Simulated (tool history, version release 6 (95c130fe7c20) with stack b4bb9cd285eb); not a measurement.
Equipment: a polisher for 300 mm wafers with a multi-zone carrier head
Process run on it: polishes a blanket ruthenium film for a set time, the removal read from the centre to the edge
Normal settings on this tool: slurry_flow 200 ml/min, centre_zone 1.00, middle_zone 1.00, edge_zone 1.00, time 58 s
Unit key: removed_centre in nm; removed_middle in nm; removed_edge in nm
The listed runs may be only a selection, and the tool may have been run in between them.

run,day,slurry_flow,centre_zone,middle_zone,edge_zone,time,wafers since the last listed run,wafers polished on this pad,hours since the slurry nozzle was cleaned,hours since the centre zone pressure was calibrated,hours since the edge zone pressure was calibrated,hours since the carrier head's membrane was replaced,"incoming thickness of the incoming film, nm",removed_centre,removed_middle,removed_edge
1,0.000,200,1.00,1.00,1.08,58,0,268,447.7,1472.7,37.5,1564.5,479.7,57.7,57.1,60.5
2,0.262,200,1.00,1.00,1.08,58,82,350,454.0,1479.0,43.8,1570.8,472.8,58.9,57.2,60.0
3,0.758,200,1.00,1.00,1.08,58,155,506,465.9,1490.9,55.7,1582.7,467.2,56.9,56.7,59.9
# day 0.896: centre zone pressure recalibrated
4,1.425,245,1.00,0.95,1.00,58,183,689,481.9,12.7,71.7,1598.7,466.3,55.5,55.0,56.9
5,1.925,200,1.00,1.00,0.91,58,157,846,493.9,24.7,83.7,1610.7,468.7,56.1,55.5,53.1
6,2.312,200,1.00,0.94,1.00,66,121,968,503.2,34.0,93.0,1620.0,475.2,61.7,56.7,62.4
7,2.833,145,1.00,1.00,1.10,58,163,1132,515.7,46.5,105.5,1632.5,473.1,51.3,51.0,55.3
8,3.083,140,1.11,1.00,1.00,58,78,1210,521.7,52.5,111.5,1638.5,466.4,54.1,50.5,52.2
9,3.504,200,1.00,1.00,1.00,58,132,1342,531.8,62.6,121.6,1648.6,466.0,52.2,51.3,52.8
# day 3.746: worn pad replaced by a new one
# day 3.950: carrier head's membrane replaced by a new one
10,4.200,200,1.00,1.00,1.00,58,102,79,548.5,79.3,138.3,6.0,468.1,58.0,57.5,57.2
# day 4.867: slurry nozzle cleaned
11,4.888,230,1.00,1.00,1.00,58,202,281,0.5,95.8,154.8,22.5,474.1,57.7,56.9,57.7
12,5.475,220,1.00,1.00,1.00,58,184,466,14.6,109.9,168.9,36.6,471.9,56.5,56.3,57.2
13,6.046,200,1.00,1.00,1.00,58,179,645,28.3,123.6,182.6,50.3,473.2,55.3,55.0,55.2
14,6.746,200,1.00,1.00,1.00,58,219,865,45.1,140.4,199.4,67.1,473.5,53.2,53.7,54.6
15,7.479,200,1.00,1.06,1.00,58,230,1095,62.7,158.0,217.0,84.7,469.3,51.9,53.9,52.9
# day 8.521: worn pad replaced by a new one
16,8.542,175,1.00,1.09,1.00,58,281,6,88.2,183.5,242.5,110.2,470.8,59.1,61.4,59.5
17,8.996,200,1.00,1.00,1.00,45,142,148,99.1,194.4,253.4,121.1,466.6,45.3,45.6,45.3
18,9.483,130,0.96,1.00,1.00,58,153,301,110.8,206.1,265.1,132.8,466.8,53.7,54.6,56.9
19,10.196,200,1.00,1.00,1.00,58,223,525,127.9,223.2,282.2,149.9,465.6,56.7,56.8,57.0
20,10.771,150,1.00,0.92,1.00,58,180,706,141.7,237.0,296.0,163.7,470.3,54.2,49.6,55.2
21,11.046,200,1.00,1.00,0.95,48,86,792,148.3,243.6,302.6,170.3,466.4,45.6,46.2,45.2
22,11.592,200,1.00,1.00,1.00,58,171,963,161.4,256.7,315.7,183.4,475.4,55.5,53.4,54.8
# day 11.988: edge zone pressure recalibrated
23,12.167,200,1.00,1.00,1.00,71,154,1118,175.2,270.5,4.3,197.2,471.8,64.9,63.1,66.6

Predict each of these 4 candidate next runs independently; none follows another, all start after run 23:
A,12.183,200,1.00,1.00,1.00,58,5,1123,175.6,270.9,4.7,197.6,471.9,?,?,?
B,12.183,200,1.00,1.00,1.00,53,5,1123,175.6,270.9,4.7,197.6,471.9,?,?,?
C,12.183,200,0.91,1.00,1.00,68,5,1123,175.6,270.9,4.7,197.6,471.9,?,?,?
D,12.183,200,1.00,0.92,1.00,58,5,1123,175.6,270.9,4.7,197.6,471.9,?,?,?

run,removed_centre,removed_middle,removed_edge
A,53.6,53.5,54.3
B,49.0,48.9,49.6
C,59.0,62.8,63.7
D,53.6,49.9,54.4
With the hidden condition removed and each run's random variation left untouched, the same runs would have given:
run,removed_centre,removed_middle,removed_edge
A,59.9,59.9,60.7
B,54.8,54.7,55.5
C,65.9,70.2,71.2
D,59.9,55.8,60.8
